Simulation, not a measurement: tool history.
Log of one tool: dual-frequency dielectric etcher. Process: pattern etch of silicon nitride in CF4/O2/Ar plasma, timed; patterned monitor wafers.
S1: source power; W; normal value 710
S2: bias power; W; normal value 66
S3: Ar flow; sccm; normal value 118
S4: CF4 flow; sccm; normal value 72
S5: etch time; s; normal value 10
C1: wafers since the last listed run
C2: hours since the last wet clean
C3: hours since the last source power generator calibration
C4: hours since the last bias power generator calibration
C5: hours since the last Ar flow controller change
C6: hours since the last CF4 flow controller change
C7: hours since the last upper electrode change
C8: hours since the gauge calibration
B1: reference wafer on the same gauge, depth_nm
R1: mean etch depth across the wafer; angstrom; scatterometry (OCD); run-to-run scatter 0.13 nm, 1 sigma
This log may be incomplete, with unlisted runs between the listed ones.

{"run": 1, "hour": 0.0, "S1": 710, "S2": 66, "S3": 118, "S4": 83, "S5": 10, "C1": 0, "C2": 509, "C3": 2183.7, "C4": 2716.1, "C5": 6214.6, "C6": 2510.8, "C7": 3287.2, "C8": 54.1, "B1": 23.79, "R1": 276.1}
{"run": 2, "hour": 6.2, "S1": 710, "S2": 66, "S3": 118, "S4": 72, "S5": 10, "C1": 76, "C2": 515.2, "C3": 2189.9, "C4": 2722.3, "C5": 6220.8, "C6": 2517, "C7": 3293.4, "C8": 60.3, "B1": 23.84, "R1": 271.5}
{"run": 3, "hour": 21.1, "S1": 710, "S2": 66, "S3": 118, "S4": 72, "S5": 10, "C1": 184, "C2": 530.1, "C3": 2204.8, "C4": 2737.2, "C5": 6235.7, "C6": 2531.9, "C7": 3308.3, "C8": 75.2, "B1": 23.85, "R1": 273.1}
{"run": 4, "hour": 41.3, "S1": 710, "S2": 66, "S3": 118, "S4": 72, "S5": 10, "C1": 250, "C2": 550.3, "C3": 2225, "C4": 2757.4, "C5": 6255.9, "C6": 2552.1, "C7": 3328.5, "C8": 95.4, "B1": 23.81, "R1": 269.8}
{"run": 5, "hour": 55.7, "S1": 710, "S2": 66, "S3": 118, "S4": 72, "S5": 10, "C1": 178, "C2": 564.7, "C3": 2239.4, "C4": 2771.8, "C5": 6270.3, "C6": 2566.5, "C7": 3342.9, "C8": 109.8, "B1": 23.81, "R1": 270.8}
{"run": 6, "hour": 63.0, "S1": 710, "S2": 66, "S3": 118, "S4": 72, "S5": 10, "C1": 90, "C2": 572, "C3": 2246.7, "C4": 2779.1, "C5": 6277.6, "C6": 2573.8, "C7": 3350.2, "C8": 117.1, "B1": 23.81, "R1": 269.7}
{"hour": 83.0, "done": "bias power generator calibrated"}
{"run": 7, "hour": 83.5, "S1": 710, "S2": 66, "S3": 118, "S4": 72, "S5": 10, "C1": 204, "C2": 592.5, "C3": 2267.2, "C4": 0.5, "C5": 6298.1, "C6": 2594.3, "C7": 3370.7, "C8": 137.6, "B1": 23.78, "R1": 270.3}
{"run": 8, "hour": 95.6, "S1": 710, "S2": 69, "S3": 118, "S4": 72, "S5": 10, "C1": 150, "C2": 604.6, "C3": 2279.3, "C4": 12.6, "C5": 6310.2, "C6": 2606.4, "C7": 3382.8, "C8": 149.7, "B1": 23.8, "R1": 275.4}
{"run": 9, "hour": 104.0, "S1": 710, "S2": 69, "S3": 118, "S4": 72, "S5": 10, "C1": 104, "C2": 613, "C3": 2287.7, "C4": 21, "C5": 6318.6, "C6": 2614.8, "C7": 3391.2, "C8": 158.1, "B1": 23.78, "R1": 274.4}
{"hour": 114.4, "done": "gauge calibrated"}
{"hour": 114.6, "done": "source power generator calibrated"}
{"run": 10, "hour": 115.1, "S1": 710, "S2": 69, "S3": 118, "S4": 72, "S5": 10, "C1": 88, "C2": 624.1, "C3": 0.5, "C4": 32.1, "C5": 6329.7, "C6": 2625.9, "C7": 3402.3, "C8": 0.7, "B1": 23.78, "R1": 270.4}
{"run": 11, "hour": 130.9, "S1": 710, "S2": 77, "S3": 118, "S4": 72, "S5": 10, "C1": 195, "C2": 639.9, "C3": 16.3, "C4": 47.9, "C5": 6345.5, "C6": 2641.7, "C7": 3418.1, "C8": 16.5, "B1": 23.8, "R1": 281}
{"hour": 152.4, "done": "CF4 flow controller replaced"}
{"hour": 157.4, "done": "wet clean of the chamber"}
{"hour": 168.1, "done": "upper electrode replaced"}
{"run": 12, "hour": 168.6, "S1": 710, "S2": 66, "S3": 133, "S4": 77, "S5": 7, "C1": 198, "C2": 11.2, "C3": 54, "C4": 85.6, "C5": 6383.2, "C6": 16.2, "C7": 0.5, "C8": 54.2, "B1": 23.77, "R1": 198.7}
{"run": 13, "hour": 168.9, "S1": 710, "S2": 52, "S3": 147, "S4": 72, "S5": 10, "C1": 3, "C2": 11.5, "C3": 54.3, "C4": 85.9, "C5": 6383.5, "C6": 16.5, "C7": 0.8, "C8": 54.5, "B1": 23.83, "R1": 261.3}
{"run": 14, "hour": 171.9, "S1": 710, "S2": 66, "S3": 133, "S4": 77, "S5": 7, "C1": 37, "C2": 14.5, "C3": 57.3, "C4": 88.9, "C5": 6386.5, "C6": 19.5, "C7": 3.8, "C8": 57.5, "B1": 23.83, "R1": 196.3}
{"hour": 184.1, "done": "Ar flow controller replaced"}
{"run": 15, "hour": 186.3, "S1": 710, "S2": 66, "S3": 118, "S4": 72, "S5": 10, "C1": 104, "C2": 28.9, "C3": 71.7, "C4": 103.3, "C5": 2.2, "C6": 33.9, "C7": 18.2, "C8": 71.9, "B1": 23.8, "R1": 287.4}
{"run": 16, "hour": 195.2, "S1": 710, "S2": 66, "S3": 93, "S4": 58, "S5": 12.5, "C1": 110, "C2": 37.8, "C3": 80.6, "C4": 112.2, "C5": 11.1, "C6": 42.8, "C7": 27.1, "C8": 80.8, "B1": 23.79, "R1": 358}
{"run": 17, "hour": 206.6, "S1": 710, "S2": 66, "S3": 118, "S4": 72, "S5": 7, "C1": 141, "C2": 49.2, "C3": 92, "C4": 123.6, "C5": 22.5, "C6": 54.2, "C7": 38.5, "C8": 92.2, "B1": 23.81, "R1": 198.3}
{"run": 18, "hour": 224.2, "S1": 880, "S2": 66, "S3": 118, "S4": 72, "S5": 10, "C1": 218, "C2": 66.8, "C3": 109.6, "C4": 141.2, "C5": 40.1, "C6": 71.8, "C7": 56.1, "C8": 109.8, "B1": 23.81, "R1": 336.9}
{"run": 19, "hour": 231.8, "S1": 560, "S2": 66, "S3": 118, "S4": 72, "S5": 10, "C1": 94, "C2": 74.4, "C3": 117.2, "C4": 148.8, "C5": 47.7, "C6": 79.4, "C7": 63.7, "C8": 117.4, "B1": 23.78, "R1": 237.1}

Forecast run 20:
{"run": 20, "hour": 238.9, "S1": 650, "S2": 75, "S3": 118, "S4": 72, "S5": 11.5, "C1": 88, "C2": 81.5, "C3": 124.3, "C4": 155.9, "C5": 54.8, "C6": 86.5, "C7": 70.8, "C8": 124.5, "B1": "?", "R1": "?"}

Run 20 came out at B1 23.77, R1 313.6 angstrom.
With no hidden state in the tool, this same run would have given R1 316.3 angstrom.

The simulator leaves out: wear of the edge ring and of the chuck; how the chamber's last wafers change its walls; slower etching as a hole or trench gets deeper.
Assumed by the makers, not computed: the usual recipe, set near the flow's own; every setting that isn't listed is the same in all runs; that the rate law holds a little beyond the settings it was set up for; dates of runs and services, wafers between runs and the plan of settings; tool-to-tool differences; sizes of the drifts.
